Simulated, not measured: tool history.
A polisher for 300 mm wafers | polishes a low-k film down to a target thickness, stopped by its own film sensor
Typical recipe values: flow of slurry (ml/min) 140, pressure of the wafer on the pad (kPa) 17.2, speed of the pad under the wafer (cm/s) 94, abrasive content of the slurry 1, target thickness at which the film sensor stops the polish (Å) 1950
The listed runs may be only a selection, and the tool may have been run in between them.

run,hour,flow of slurry (ml/min),pressure of the wafer on the pad (kPa),speed of the pad under the wafer (cm/s),abrasive content of the slurry,target thickness at which the film sensor stops the polish (Å),"incoming thickness of the incoming film, nm",time until the film sensor stopped the polish (s)
1,0,140,17.2,94,1,1950,258.1,115.7
2,7.7,140,17.2,94,1,1950,257,117.7
3,24.9,140,17.2,94,1,2120,261.6,93.8
4,31.3,140,17.2,94,1,2120,256.8,85.5
5,46.4,140,17.2,94,1,1950,259.3,121.5
6,63.6,140,17.2,94,1,1950,264.2,130.7
7,69.8,140,17.2,94,1,1950,256.7,118.8
# hour 76.1: worn pad replaced by a new one
8,76.6,140,17.2,94,1,2020,263.9,101.5
9,89.1,140,17.2,94,1,1950,261.1,111.6
10,99,115,17.2,94,0.9,1950,258.3,115.5
11,105.6,180,17.2,94,1.25,1950,260,103.6
12,117.8,170,17.2,114,0.85,1950,261.6,102.1
# hour 129.6: head pressure recalibrated
# hour 132.3: conditioning disc replaced and pad reconditioned
13,132.8,140,17.2,94,0.85,1950,254.7,112.2
14,145.3,140,17.2,94,1,1950,258.6,116
15,160.7,140,17.2,122,1,1950,256.2,92.4
16,175.6,140,15.9,94,1,1760,262,166.5
# hour 178.4: slurry nozzle cleaned
17,184.1,140,17.2,94,1,1950,259.2,121
18,194.9,140,17.2,106,1.25,1950,255.7,98.7
19,207,140,17.2,114,1,1950,259,104.2
# hour 219: worn pad replaced by a new one
20,219.5,105,17.2,94,1,1950,259.1,113.8
21,233,140,17.2,94,1,1950,261,115
22,242.2,140,17.2,94,1,1950,260.8,115.3

Run 23 is up next; what results do you expect?
23,254,140,17.2,94,1,1950,258.3,?

time until the film sensor stopped the polish (s): 112.4
On a tool with no hidden condition, and with the same random variation, this run would have come out at time until the film sensor stopped the polish (s) 103.6.

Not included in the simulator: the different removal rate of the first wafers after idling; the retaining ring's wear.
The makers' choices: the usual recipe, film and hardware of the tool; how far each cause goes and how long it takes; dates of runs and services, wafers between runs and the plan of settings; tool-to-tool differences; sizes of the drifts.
